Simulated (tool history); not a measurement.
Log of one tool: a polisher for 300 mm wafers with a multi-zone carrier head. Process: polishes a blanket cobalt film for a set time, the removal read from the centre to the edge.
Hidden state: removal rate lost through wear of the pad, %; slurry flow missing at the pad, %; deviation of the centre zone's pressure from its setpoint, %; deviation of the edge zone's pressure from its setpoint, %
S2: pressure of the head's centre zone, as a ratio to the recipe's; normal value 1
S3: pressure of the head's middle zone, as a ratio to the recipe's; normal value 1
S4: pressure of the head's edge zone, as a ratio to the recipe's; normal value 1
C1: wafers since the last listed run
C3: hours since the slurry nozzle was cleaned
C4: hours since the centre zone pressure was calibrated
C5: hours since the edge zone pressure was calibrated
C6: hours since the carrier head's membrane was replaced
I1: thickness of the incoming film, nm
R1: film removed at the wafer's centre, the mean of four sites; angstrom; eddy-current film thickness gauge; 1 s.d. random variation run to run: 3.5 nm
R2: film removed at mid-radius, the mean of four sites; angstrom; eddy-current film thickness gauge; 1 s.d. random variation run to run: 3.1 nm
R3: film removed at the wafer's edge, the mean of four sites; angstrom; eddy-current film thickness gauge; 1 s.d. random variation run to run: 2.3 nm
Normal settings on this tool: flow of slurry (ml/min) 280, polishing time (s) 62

Run 1, day 0: usual settings; C1 0; wafers polished on this pad 4159; C3 256.7; C4 1200.5; C5 75.6; C6 1171.5; I1 849.3. Result: R1 3007 angstrom, R2 2572 angstrom, R3 2651 angstrom.
At day 1.196: worn pad replaced by a new one.
Run 2, day 1.217: usual settings but S2 1.11, S3 1.09, S4 0.91, polishing time (s) 43; C1 250; wafers polished on this pad 5; C3 285.9; C4 1229.7; C5 104.8; C6 1200.7; I1 859.8. Result: R1 2224 angstrom, R2 1932 angstrom, R3 1739 angstrom.
At day 8.133: slurry nozzle cleaned.
At day 8.492: centre zone pressure recalibrated.
Run 3, day 10.1: usual settings; C1 2089; wafers polished on this pad 2095; C3 47.2; C4 38.6; C5 318; C6 1413.9; I1 867.5. Result: R1 2589 angstrom, R2 2581 angstrom, R3 2680 angstrom.
Run 4, day 12.588: usual settings but flow of slurry (ml/min) 340, S2 0.9, S3 1.07, polishing time (s) 44; C1 593; wafers polished on this pad 2688; C3 106.9; C4 98.3; C5 377.7; C6 1473.6; I1 865.9. Result: R1 1664 angstrom, R2 1923 angstrom, R3 1877 angstrom.
At day 13.138: carrier head's membrane replaced by a new one.
Run 5, day 14.262: usual settings but S3 0.91, polishing time (s) 75; C1 349; wafers polished on this pad 3038; C3 147.1; C4 138.5; C5 417.9; C6 27; I1 848. Result: R1 3127 angstrom, R2 2834 angstrom, R3 3216 angstrom.
At day 14.621: edge zone pressure recalibrated.
Run 6, day 16.275: usual settings but S2 0.92, S3 1.07; C1 460; wafers polished on this pad 3498; C3 195.4; C4 186.8; C5 39.7; C6 75.3; I1 860. Result: R1 2427 angstrom, R2 2663 angstrom, R3 2601 angstrom.
Run 7, day 19.142: usual settings; C1 683; wafers polished on this pad 4182; C3 264.2; C4 255.6; C5 108.5; C6 144.1; I1 852.9. Result: R1 2578 angstrom, R2 2577 angstrom, R3 2706 angstrom.
At day 20.217: worn pad replaced by a new one.
Run 8, day 21.517: usual settings but S4 1.09; C1 526; wafers polished on this pad 309; C3 321.2; C4 312.6; C5 165.5; C6 201.1; I1 847.2. Result: R1 2677 angstrom, R2 2553 angstrom, R3 2775 angstrom.
Run 9, day 24.129: usual settings; C1 623; wafers polished on this pad 933; C3 383.9; C4 375.3; C5 228.2; C6 263.8; I1 862.7. Result: R1 2673 angstrom, R2 2542 angstrom, R3 2640 angstrom.
Run 10, day 25.367: usual settings but flow of slurry (ml/min) 360; C1 295; wafers polished on this pad 1228; C3 413.6; C4 405; C5 257.9; C6 293.5; I1 845. Result: R1 2808 angstrom, R2 2625 angstrom, R3 2654 angstrom.
Run 11, day 26.446: usual settings but flow of slurry (ml/min) 375, S2 0.91, S3 0.9, polishing time (s) 56; C1 257; wafers polished on this pad 1485; C3 439.5; C4 430.9; C5 283.8; C6 319.4; I1 849.3. Result: R1 2293 angstrom, R2 2171 angstrom, R3 2449 angstrom.
At day 27.55: slurry nozzle cleaned.
Run 12, day 29.042: usual settings but S3 0.96, polishing time (s) 54; C1 609; wafers polished on this pad 2095; C3 35.8; C4 493.2; C5 346.1; C6 381.7; I1 855.9. Result: R1 2406 angstrom, R2 2188 angstrom, R3 2269 angstrom.
Run 13, day 30.562: usual settings but S4 1.08, polishing time (s) 77; C1 362; wafers polished on this pad 2458; C3 72.3; C4 529.7; C5 382.6; C6 418.2; I1 850.9. Result: R1 3404 angstrom, R2 3192 angstrom, R3 3469 angstrom.
Run 14, day 31.971: usual settings but flow of slurry (ml/min) 370, S2 0.93, S4 0.89; C1 336; wafers polished on this pad 2794; C3 106.1; C4 563.5; C5 416.4; C6 452; I1 849.2. Result: R1 2616 angstrom, R2 2634 angstrom, R3 2558 angstrom.
Run 15, day 33.608: usual settings but flow of slurry (ml/min) 310, polishing time (s) 41; C1 390; wafers polished on this pad 3184; C3 145.4; C4 602.8; C5 455.7; C6 491.3; I1 850.2. Result: R1 1913 angstrom, R2 1698 angstrom, R3 1797 angstrom.
At day 34.804: edge zone pressure recalibrated.
Run 16, day 35.975: usual settings; C1 544; wafers polished on this pad 3729; C3 202.2; C4 659.6; C5 28.1; C6 548.1; I1 872.6. Result: R1 2798 angstrom, R2 2554 angstrom, R3 2691 angstrom.
At day 37.083: worn pad replaced by a new one.
Run 17, day 38.842: usual settings but S3 1.11; C1 644; wafers polished on this pad 419; C3 271; C4 728.4; C5 96.9; C6 616.9; I1 849.1. Result: R1 2784 angstrom, R2 2835 angstrom, R3 2654 angstrom.
Run 18, day 40.854: usual settings but flow of slurry (ml/min) 330, polishing time (s) 76; C1 480; wafers polished on this pad 899; C3 319.3; C4 776.7; C5 145.2; C6 665.2; I1 848.3. Result: R1 3473 angstrom, R2 3212 angstrom, R3 3324 angstrom.
Run 19, day 42.696: usual settings but S4 1.06, polishing time (s) 75; C1 439; wafers polished on this pad 1339; C3 363.5; C4 820.9; C5 189.4; C6 709.4; I1 868.7. Result: R1 3376 angstrom, R2 3083 angstrom, R3 3347 angstrom.
Run 20, day 45.108: usual settings but S3 0.92, polishing time (s) 41; C1 575; wafers polished on this pad 1914; C3 421.4; C4 878.8; C5 247.3; C6 767.3; I1 849.6. Result: R1 1875 angstrom, R2 1591 angstrom, R3 1751 angstrom.
At day 45.579: slurry nozzle cleaned.
Run 21, day 46.646: usual settings but S3 0.9; C1 356; wafers polished on this pad 2271; C3 25.6; C4 915.7; C5 284.2; C6 804.2; I1 850.1. Result: R1 2781 angstrom, R2 2359 angstrom, R3 2634 angstrom.
Run 22, day 48.804: usual settings but flow of slurry (ml/min) 240, S2 1.09; C1 514; wafers polished on this pad 2786; C3 77.4; C4 967.5; C5 336; C6 856; I1 860.5. Result: R1 3012 angstrom, R2 2487 angstrom, R3 2623 angstrom.
Run 23, day 50.483: usual settings but flow of slurry (ml/min) 330, S2 0.91, S4 0.94, polishing time (s) 68; C1 400; wafers polished on this pad 3187; C3 117.7; C4 1007.8; C5 376.3; C6 896.3; I1 865.3. Result: R1 2837 angstrom, R2 2869 angstrom, R3 2908 angstrom.

For each run, the measured value with the value that run would have given without the tool's hidden condition subtracted. The run-to-run variation is shared by both, the gauge scatter possibly not:
run    R1
  1  +373
  2  +274
  3    +7
  4   +28
  5   +80
  6   +86
  7  +119
  8  +144
  9  +163
 10  +181
 11  +154
 12  +174
 13  +256
 14  +204
 15  +154
 16  +233
 17  +241
 18  +309
 19  +306
 20  +174
 21  +260
 22  +284
 23  +275
R2: within 2 angstrom of the measured result in every run.
R3 difference: zero, run after run.
